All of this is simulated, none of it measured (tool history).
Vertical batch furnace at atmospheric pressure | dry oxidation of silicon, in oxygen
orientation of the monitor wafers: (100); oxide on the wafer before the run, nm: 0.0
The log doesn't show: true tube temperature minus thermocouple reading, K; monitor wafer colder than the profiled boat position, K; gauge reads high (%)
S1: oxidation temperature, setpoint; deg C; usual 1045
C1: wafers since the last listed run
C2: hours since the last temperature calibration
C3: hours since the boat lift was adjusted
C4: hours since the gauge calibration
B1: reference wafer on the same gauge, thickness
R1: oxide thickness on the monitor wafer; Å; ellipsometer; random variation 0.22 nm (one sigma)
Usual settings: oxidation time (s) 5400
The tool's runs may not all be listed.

{"run": 1, "hour": 0.0, "S1": 1045, "oxidation time (s)": 4830, "C1": 0, "C2": 2111.8, "C3": 1401.2, "C4": 128.5, "B1": 91.43, "R1": 891.6}
{"run": 2, "hour": 11.2, "S1": 1045, "oxidation time (s)": 4830, "C1": 136, "C2": 2123, "C3": 1412.4, "C4": 139.7, "B1": 91.48, "R1": 889.3}
{"run": 3, "hour": 26.0, "S1": 1045, "oxidation time (s)": 5400, "C1": 180, "C2": 2137.8, "C3": 1427.2, "C4": 154.5, "B1": 91.46, "R1": 958.5}
{"run": 4, "hour": 36.6, "S1": 1045, "oxidation time (s)": 5400, "C1": 129, "C2": 2148.4, "C3": 1437.8, "C4": 165.1, "B1": 91.37, "R1": 956.5}
{"run": 5, "hour": 58.4, "S1": 1045, "oxidation time (s)": 5400, "C1": 265, "C2": 2170.2, "C3": 1459.6, "C4": 186.9, "B1": 91.41, "R1": 960.4}
{"run": 6, "hour": 68.6, "S1": 1045, "oxidation time (s)": 5400, "C1": 124, "C2": 2180.4, "C3": 1469.8, "C4": 197.1, "B1": 91.37, "R1": 961.9}
{"run": 7, "hour": 88.6, "S1": 1045, "oxidation time (s)": 5400, "C1": 243, "C2": 2200.4, "C3": 1489.8, "C4": 217.1, "B1": 91.37, "R1": 957.5}
{"run": 8, "hour": 104.5, "S1": 1038, "oxidation time (s)": 5400, "C1": 193, "C2": 2216.3, "C3": 1505.7, "C4": 233, "B1": 91.46, "R1": 901.1}
{"run": 9, "hour": 119.8, "S1": 1038, "oxidation time (s)": 5400, "C1": 186, "C2": 2231.6, "C3": 1521, "C4": 248.3, "B1": 91.39, "R1": 901}
{"run": 10, "hour": 143.2, "S1": 1038, "oxidation time (s)": 5400, "C1": 284, "C2": 2255, "C3": 1544.4, "C4": 271.7, "B1": 91.39, "R1": 902.5}
{"run": 11, "hour": 159.8, "S1": 1034, "oxidation time (s)": 3930, "C1": 202, "C2": 2271.6, "C3": 1561, "C4": 288.3, "B1": 91.32, "R1": 707.5}
{"run": 12, "hour": 183.6, "S1": 1034, "oxidation time (s)": 3930, "C1": 289, "C2": 2295.4, "C3": 1584.8, "C4": 312.1, "B1": 91.31, "R1": 704.4}
{"run": 13, "hour": 205.3, "S1": 1034, "oxidation time (s)": 3930, "C1": 264, "C2": 2317.1, "C3": 1606.5, "C4": 333.8, "B1": 91.36, "R1": 706.5}
{"run": 14, "hour": 226.0, "S1": 1045, "oxidation time (s)": 5400, "C1": 251, "C2": 2337.8, "C3": 1627.2, "C4": 354.5, "B1": 91.42, "R1": 959.1}
{"run": 15, "hour": 237.9, "S1": 1045, "oxidation time (s)": 7230, "C1": 144, "C2": 2349.7, "C3": 1639.1, "C4": 366.4, "B1": 91.43, "R1": 1160.7}
{"run": 16, "hour": 255.6, "S1": 1045, "oxidation time (s)": 7230, "C1": 215, "C2": 2367.4, "C3": 1656.8, "C4": 384.1, "B1": 91.47, "R1": 1163.4}
{"run": 17, "hour": 264.2, "S1": 1026, "oxidation time (s)": 2760, "C1": 104, "C2": 2376, "C3": 1665.4, "C4": 392.7, "B1": 91.38, "R1": 522.6}
{"hour": 289.6, "done": "thermocouples replaced and temperature profile calibrated"}
{"run": 18, "hour": 290.1, "S1": 1059, "oxidation time (s)": 3840, "C1": 23, "C2": 0.5, "C3": 1691.3, "C4": 418.6, "B1": 91.48, "R1": 863.6}
{"run": 19, "hour": 295.8, "S1": 1062, "oxidation time (s)": 8070, "C1": 69, "C2": 6.2, "C3": 1697, "C4": 424.3, "B1": 91.44, "R1": 1427.8}
{"run": 20, "hour": 314.2, "S1": 1025, "oxidation time (s)": 5400, "C1": 223, "C2": 24.6, "C3": 1715.4, "C4": 442.7, "B1": 91.38, "R1": 804.8}
{"run": 21, "hour": 325.2, "S1": 1045, "oxidation time (s)": 5400, "C1": 133, "C2": 35.6, "C3": 1726.4, "C4": 453.7, "B1": 91.4, "R1": 956.4}
{"hour": 358.3, "done": "gauge calibrated"}
{"hour": 358.5, "done": "boat lift adjusted"}
{"run": 22, "hour": 359.0, "S1": 1054, "oxidation time (s)": 3870, "C1": 119, "C2": 69.4, "C3": 0.5, "C4": 0.7, "B1": 91.36, "R1": 861.5}
{"run": 23, "hour": 368.0, "S1": 1045, "oxidation time (s)": 5400, "C1": 109, "C2": 78.4, "C3": 9.5, "C4": 9.7, "B1": 91.49, "R1": 998.2}
{"run": 24, "hour": 391.5, "S1": 1045, "oxidation time (s)": 5400, "C1": 286, "C2": 101.9, "C3": 33, "C4": 33.2, "B1": 91.4, "R1": 990.1}
{"run": 25, "hour": 401.2, "S1": 1026, "oxidation time (s)": 6270, "C1": 118, "C2": 111.6, "C3": 42.7, "C4": 42.9, "B1": 91.38, "R1": 932.2}
{"run": 26, "hour": 420.1, "S1": 1038, "oxidation time (s)": 3660, "C1": 230, "C2": 130.5, "C3": 61.6, "C4": 61.8, "B1": 91.37, "R1": 721.5}
{"run": 27, "hour": 432.2, "S1": 1065, "oxidation time (s)": 3090, "C1": 147, "C2": 142.6, "C3": 73.7, "C4": 73.9, "B1": 91.42, "R1": 816.4}
{"run": 28, "hour": 455.9, "S1": 1065, "oxidation time (s)": 4680, "C1": 288, "C2": 166.3, "C3": 97.4, "C4": 97.6, "B1": 91.29, "R1": 1059.8}
{"run": 29, "hour": 466.7, "S1": 1032, "oxidation time (s)": 5400, "C1": 131, "C2": 177.1, "C3": 108.2, "C4": 108.4, "B1": 91.46, "R1": 885.2}
{"run": 30, "hour": 486.7, "S1": 1059, "oxidation time (s)": 4230, "C1": 243, "C2": 197.1, "C3": 128.2, "C4": 128.4, "B1": 91.44, "R1": 943.2}
{"run": 31, "hour": 501.1, "S1": 1045, "oxidation time (s)": 5400, "C1": 175, "C2": 211.5, "C3": 142.6, "C4": 142.8, "B1": 91.43, "R1": 991.7}
{"run": 32, "hour": 514.1, "S1": 1045, "oxidation time (s)": 5400, "C1": 158, "C2": 224.5, "C3": 155.6, "C4": 155.8, "B1": 91.47, "R1": 983.7}
{"run": 33, "hour": 535.6, "S1": 1055, "oxidation time (s)": 7320, "C1": 261, "C2": 246, "C3": 177.1, "C4": 177.3, "B1": 91.42, "R1": 1302.1}

How the hidden state differs across the entries between the runs, from the last listed run before each to the first after it:
Between runs 17 and 18: thermocouples replaced and temperature profile calibrated (hour 289.6)
  monitor wafer colder than the profiled boat position, K: 4.6 -> 4.61
  measured less the result without the state, R1: -22.3 -> -33.1 Å
Between runs 21 and 22: gauge calibrated (hour 358.3); boat lift adjusted (hour 358.5)
  monitor wafer colder than the profiled boat position, K: 4.62 -> 0.137
  measured less the result without the state, R1: -37.8 -> -0.9 Å

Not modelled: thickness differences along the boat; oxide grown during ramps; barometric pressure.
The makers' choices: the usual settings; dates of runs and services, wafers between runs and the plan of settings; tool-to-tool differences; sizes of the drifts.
